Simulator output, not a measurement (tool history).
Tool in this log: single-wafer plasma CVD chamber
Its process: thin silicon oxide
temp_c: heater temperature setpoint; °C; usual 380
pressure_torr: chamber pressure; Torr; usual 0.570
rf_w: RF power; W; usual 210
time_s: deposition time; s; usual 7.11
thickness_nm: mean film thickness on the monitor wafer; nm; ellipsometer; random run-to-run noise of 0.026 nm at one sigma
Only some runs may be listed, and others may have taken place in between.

run,hour,temp_c,pressure_torr,rf_w,time_s,"read-back reference wafer on the same gauge, thickness_nm",thickness_nm
1,0.0,380,0.570,210,7.11,9.346,8.020
2,10.9,380,0.627,210,7.44,9.344,9.180
3,25.8,380,0.627,210,7.44,9.371,9.169
4,38.6,380,0.627,210,7.44,9.355,9.169
5,85.0,380,0.570,210,7.11,9.362,7.980
# hour 101.9: capacitance manometer re-zeroed and calibrated
6,102.4,380,0.570,210,7.64,9.364,8.495
7,112.6,380,0.570,210,7.64,9.358,8.535
8,121.4,380,0.570,210,7.11,9.352,7.936
9,131.3,380,0.570,210,7.11,9.351,7.934
10,142.0,380,0.570,210,7.11,9.370,7.930
11,151.8,380,0.570,210,7.11,9.364,7.877
# hour 168.5: RF generator calibrated
12,169.0,394,0.570,210,7.11,9.355,7.664
# hour 181.0: showerhead replaced
13,181.5,380,0.480,220,7.11,9.356,6.742
# hour 192.6: gauge calibrated
14,195.9,380,0.441,210,7.11,9.364,6.030
# hour 210.0: thermocouple changed; heater temperature recalibrated
15,213.5,380,0.500,210,7.71,9.367,7.370
# hour 229.5: RF generator calibrated, repeated, since the last time left the tool worse
16,230.0,380,0.570,200,6.36,9.361,7.150
17,236.8,380,0.570,245,7.11,9.361,8.866
18,249.8,366,0.624,240,6.09,9.351,8.299
19,261.0,380,0.570,245,7.11,9.374,8.870
20,270.8,380,0.476,235,7.11,9.369,7.299

Run 21, settings as shown, results not yet in. Your forecast:
21,283.7,380,0.570,210,7.11,?,?

Run 21 gave read-back reference wafer on the same gauge, thickness_nm 9.358, thickness_nm 8.235 nm.
Without the tool's hidden state the same run would have given thickness_nm 8.253 nm.

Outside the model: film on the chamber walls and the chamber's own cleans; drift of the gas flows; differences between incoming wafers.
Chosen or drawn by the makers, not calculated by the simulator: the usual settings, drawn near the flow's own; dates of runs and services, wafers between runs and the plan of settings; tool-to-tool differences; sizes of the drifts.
